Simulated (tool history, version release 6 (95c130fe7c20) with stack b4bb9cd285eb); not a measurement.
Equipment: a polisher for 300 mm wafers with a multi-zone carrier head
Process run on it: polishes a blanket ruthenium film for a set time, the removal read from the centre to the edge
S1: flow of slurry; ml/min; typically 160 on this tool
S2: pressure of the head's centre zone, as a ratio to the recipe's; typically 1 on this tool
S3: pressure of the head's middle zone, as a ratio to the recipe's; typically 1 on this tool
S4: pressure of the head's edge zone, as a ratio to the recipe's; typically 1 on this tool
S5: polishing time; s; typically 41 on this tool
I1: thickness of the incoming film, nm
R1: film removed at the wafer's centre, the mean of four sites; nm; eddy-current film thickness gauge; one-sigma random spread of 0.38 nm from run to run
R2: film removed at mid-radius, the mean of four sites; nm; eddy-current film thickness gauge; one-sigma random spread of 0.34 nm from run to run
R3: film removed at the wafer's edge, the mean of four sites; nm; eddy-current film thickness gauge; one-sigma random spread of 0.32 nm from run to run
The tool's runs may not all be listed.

run,hour,S1,S2,S3,S4,S5,I1,R1,R2,R3
1,0,190,1,1,1,34,458.6,24.1,23.3,24.2
# hour 21.4: slurry nozzle cleaned
2,174.7,110,0.97,0.92,1,41,459.2,25,24.8,27.8
3,225.3,160,0.96,1.06,1,46,458,31.7,34.3,32.8
# hour 228: centre zone pressure recalibrated
4,249.3,160,1.09,1,1,53,459.9,40.8,37.4,37.6
5,320.1,180,0.94,1.11,1,28,451.5,18.9,21.6,20.1
6,378,160,1,1,1,41,469.8,28,28.7,29.1
# hour 409.5: carrier head's membrane replaced by a new one
# hour 425.2: edge zone pressure recalibrated
# hour 476.2: worn pad replaced by a new one
7,539.8,160,1,1,1,41,461.7,28.4,28.3,29
8,600.8,160,1,1.09,1.09,41,466.5,27.9,30.3,29.8
9,639.8,160,1,1,1,41,461.3,28.2,27.6,28.3
10,667.2,160,1,1,0.89,41,464.1,27.3,27.2,26.8
11,694.1,140,1,1,1,41,459.4,26.6,26.6,27.1
# hour 722.4: centre zone pressure recalibrated
12,761,160,1,1,1,41,456.1,26.6,27,27.9

What will run 13 give?
13,786.2,125,0.92,1,1,52,456.8,?,?,?

R1: 29.1 nm
R2: 31.7 nm
R3: 34.8 nm
Without the tool's hidden state the same run would have given R1 32.1 nm, R2 34.4 nm, R3 36.8 nm.
